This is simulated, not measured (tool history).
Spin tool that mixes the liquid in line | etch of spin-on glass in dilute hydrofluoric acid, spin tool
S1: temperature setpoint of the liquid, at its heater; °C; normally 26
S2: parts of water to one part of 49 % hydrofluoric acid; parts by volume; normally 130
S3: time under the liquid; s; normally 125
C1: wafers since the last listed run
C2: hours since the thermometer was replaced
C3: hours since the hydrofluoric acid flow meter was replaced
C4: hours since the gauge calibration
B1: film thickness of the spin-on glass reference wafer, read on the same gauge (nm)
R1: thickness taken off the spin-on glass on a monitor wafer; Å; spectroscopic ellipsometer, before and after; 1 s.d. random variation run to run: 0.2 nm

run     day    S1   S2   S3   C1      C2      C3      C4      B1     R1
  1       0    26  130   90    0  1905.9  1398.7   198.6  119.97  195.5
  2   3.042    26  130   90  401  1978.9  1471.7   271.6  120.04  194.4
  3   6.496    26  130   90  455  2061.8  1554.6   354.5  120.02  195.2
  4     8.7    26  130   80  290  2114.7  1607.5   407.4  120.04  174.6
  5  10.512    26  130  125  239  2158.2    1651   450.9  119.98    270
  6  12.862    26  130  125  309  2214.6  1707.4   507.3  119.98  273.4
     16.667  -- hydrofluoric acid flow meter replaced
  7  16.933    26  130  125  531  2312.3     6.4     605  119.95  270.1
  8  18.721    26  170  125  235  2355.2    49.3   647.9  119.96  195.6
  9  22.446    26  170  125  491  2444.6   138.7   737.3  119.96  195.8
 10  26.062  23.5  150   60  476  2531.4   225.5   824.1  119.96   99.9
 11  28.658    29  100   80  342  2593.7   287.8   886.4  119.98  262.9
 12  32.738  29.5  130   60  537  2691.6   385.7   984.3  119.95  148.5
     33.008  -- thermometer replaced
 13  35.104    29  170  125  306    50.3   442.5  1041.1  120.01  218.7
 14  37.671    26  130  100  338   111.9   504.1  1102.7  119.99  212.2
     39.329  -- gauge calibrated
 15  39.925    26  130  125  297     166   558.2    14.3  119.97  269.2
 16  44.029    26  130   90  541   264.5   656.7   112.8  119.99    195
 17  46.721    30   75  125  354   329.1   721.3   177.4  120.02  591.2
 18  50.592  29.5  130  100  510     422   814.2   270.3  119.99  243.6
 19  53.346    26  130  125  363   488.1   880.3   336.4  119.96    269

Across each entry between runs, compare the hidden state at the last listed run before it with the hidden state at the first listed run after it:
In the gap between runs 6 and 7: hydrofluoric acid flow meter replaced (day 16.667)
  no difference in the tool's unlogged condition between these two runs
In the gap between runs 12 and 13: thermometer replaced (day 33.008)
  no difference in the tool's unlogged condition between these two runs
In the gap between runs 14 and 15: gauge calibrated (day 39.329)
  no difference in the tool's unlogged condition between these two runs
